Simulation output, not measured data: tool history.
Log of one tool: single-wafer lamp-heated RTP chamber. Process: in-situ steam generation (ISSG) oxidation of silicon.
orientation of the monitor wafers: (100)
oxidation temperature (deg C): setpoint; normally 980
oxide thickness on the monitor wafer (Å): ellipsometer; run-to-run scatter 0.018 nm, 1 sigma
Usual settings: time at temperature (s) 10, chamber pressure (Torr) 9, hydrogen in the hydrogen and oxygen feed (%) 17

| run | day | oxidation temperature (deg C) | time at temperature (s) | chamber pressure (Torr) | hydrogen in the hydrogen and oxygen feed (%) | read-back reference wafer on the same gauge, thickness | oxide thickness on the monitor wafer (Å) |
|---|---|---|---|---|---|---|---|
| 1 | 0 | 993 | 10 | 9 | 17 | 2.965 | 34.8 |
|  | 0.604 | pyrometer window cleaned and pyrometer calibrated |
| 2 | 0.7 | 980 | 10 | 10.1 | 17 | 2.975 | 31.92 |
| 3 | 1.683 | 980 | 10 | 9 | 17 | 2.968 | 32.67 |
|  | 2.021 | gauge calibrated |
| 4 | 2.921 | 980 | 7 | 9 | 17 | 2.968 | 28.28 |
| 5 | 3.829 | 980 | 7 | 9 | 17 | 2.967 | 28.22 |
| 6 | 4.912 | 980 | 7 | 9 | 17 | 2.97 | 28.49 |
| 7 | 5.825 | 980 | 10 | 9 | 17 | 2.973 | 32.96 |
| 8 | 7.371 | 980 | 10 | 9 | 17 | 2.971 | 33.01 |
| 9 | 8.758 | 980 | 8 | 9 | 17 | 2.97 | 30.35 |
|  | 9.325 | pyrometer window cleaned and pyrometer calibrated |
| 10 | 9.633 | 980 | 8 | 9 | 17 | 2.969 | 29.71 |
| 11 | 10.233 | 980 | 8 | 9 | 17 | 2.972 | 29.29 |
| 12 | 11.229 | 980 | 10 | 9 | 11 | 2.969 | 29.4 |
| 13 | 12.646 | 1000 | 10 | 9 | 11 | 2.971 | 31.1 |
| 14 | 13.517 | 960 | 8 | 9 | 17 | 2.971 | 28.59 |
| 15 | 14.821 | 991 | 10 | 8.4 | 17 | 2.976 | 34.23 |
| 16 | 15.492 | 980 | 10 | 9 | 17 | 2.969 | 32.89 |

Run 17 is up next; what results do you expect?
| 17 | 16.504 | 980 | 12 | 9 | 24 | ? | ? |

read-back reference wafer on the same gauge, thickness: 2.973
oxide thickness on the monitor wafer (Å): 38.97
With no hidden state in the tool, this same run would have given oxide thickness on the monitor wafer (Å) 38.19.

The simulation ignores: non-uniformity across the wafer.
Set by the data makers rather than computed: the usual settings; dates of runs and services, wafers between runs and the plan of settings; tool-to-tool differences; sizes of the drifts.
